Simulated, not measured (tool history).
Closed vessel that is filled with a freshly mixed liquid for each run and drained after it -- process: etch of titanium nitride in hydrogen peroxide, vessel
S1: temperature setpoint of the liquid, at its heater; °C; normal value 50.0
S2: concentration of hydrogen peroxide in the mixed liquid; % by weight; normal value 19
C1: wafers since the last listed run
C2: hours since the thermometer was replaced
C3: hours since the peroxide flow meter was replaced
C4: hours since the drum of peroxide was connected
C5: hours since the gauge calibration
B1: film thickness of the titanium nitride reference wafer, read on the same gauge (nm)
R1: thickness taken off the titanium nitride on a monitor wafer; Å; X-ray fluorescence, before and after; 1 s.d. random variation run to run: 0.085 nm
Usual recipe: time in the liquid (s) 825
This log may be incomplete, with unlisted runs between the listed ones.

Run 1, day 0.000: usual settings; C1 0; C2 286.6; C3 252.2; C4 1045.6; C5 206.8; B1 60.00. Result: R1 239.3 Å.
Run 2, day 1.454: usual settings but S1 43.5 °C; C1 1396; C2 321.5; C3 287.1; C4 1080.5; C5 241.7; B1 60.02. Result: R1 147.7 Å.
Run 3, day 2.396: usual settings but S1 43.5 °C; C1 904; C2 344.1; C3 309.7; C4 1103.1; C5 264.3; B1 60.01. Result: R1 148.8 Å.
Run 4, day 3.196: usual settings; C1 768; C2 363.3; C3 328.9; C4 1122.3; C5 283.5; B1 60.00. Result: R1 239.2 Å.
Run 5, day 3.896: usual settings but S1 56.0 °C, S2 15 % by weight; C1 672; C2 380.1; C3 345.7; C4 1139.1; C5 300.3; B1 60.02. Result: R1 345.9 Å.
At day 4.125: gauge calibrated.
Run 6, day 7.583: usual settings but S1 56.0 °C, S2 15 % by weight; C1 3542; C2 468.6; C3 434.2; C4 1227.6; C5 83.0; B1 60.04. Result: R1 347.6 Å.
At day 8.633: thermometer replaced.
Run 7, day 8.967: usual settings but S1 56.0 °C, S2 15 % by weight; C1 1288; C2 8.0; C3 467.4; C4 1260.8; C5 116.2; B1 59.98. Result: R1 351.1 Å.
Run 8, day 9.546: usual settings; C1 556; C2 21.9; C3 481.3; C4 1274.7; C5 130.1; B1 60.01. Result: R1 241.5 Å.
Run 9, day 10.871: usual settings; C1 1272; C2 53.7; C3 513.1; C4 1306.5; C5 161.9; B1 60.01. Result: R1 241.2 Å.
Run 10, day 11.467: usual settings; C1 572; C2 68.0; C3 527.4; C4 1320.8; C5 176.2; B1 59.97. Result: R1 241.2 Å.
At day 11.612: peroxide flow meter replaced.
Run 11, day 12.775: usual settings; C1 1216; C2 99.4; C3 27.9; C4 1352.2; C5 207.6; B1 60.00. Result: R1 240.6 Å.
Run 12, day 13.804: usual settings; C1 988; C2 124.1; C3 52.6; C4 1376.9; C5 232.3; B1 59.95. Result: R1 238.7 Å.
Run 13, day 14.375: usual settings; C1 548; C2 137.8; C3 66.3; C4 1390.6; C5 246.0; B1 59.99. Result: R1 239.4 Å.
Run 14, day 15.604: usual settings but S2 22 % by weight; C1 1180; C2 167.3; C3 95.8; C4 1420.1; C5 275.5; B1 60.00. Result: R1 246.1 Å.
Run 15, day 16.958: usual settings but S2 24 % by weight; C1 1300; C2 199.8; C3 128.3; C4 1452.6; C5 308.0; B1 59.97. Result: R1 254.1 Å.
At day 17.704: gauge calibrated.
Run 16, day 17.854: usual settings; C1 860; C2 221.3; C3 149.8; C4 1474.1; C5 3.6; B1 59.98. Result: R1 240.4 Å.
Run 17, day 18.375: usual settings but S2 14 % by weight; C1 500; C2 233.8; C3 162.3; C4 1486.6; C5 16.1; B1 59.98. Result: R1 223.7 Å.

Predict the results of run 18:
At day 18.629: new drum of peroxide connected.
Run 18, day 19.262: usual settings but S1 42.5 °C, S2 17 % by weight, time in the liquid (s) 1095; C1 812; C2 255.1; C3 183.6; C4 15.2; C5 37.4; B1 ?. Result: R1 ?.

{"run 18": {"B1": 60.02, "R1": 178.0}}
On a tool with no hidden condition, and with the same random variation, this run would have come out at R1 179.7 Å.

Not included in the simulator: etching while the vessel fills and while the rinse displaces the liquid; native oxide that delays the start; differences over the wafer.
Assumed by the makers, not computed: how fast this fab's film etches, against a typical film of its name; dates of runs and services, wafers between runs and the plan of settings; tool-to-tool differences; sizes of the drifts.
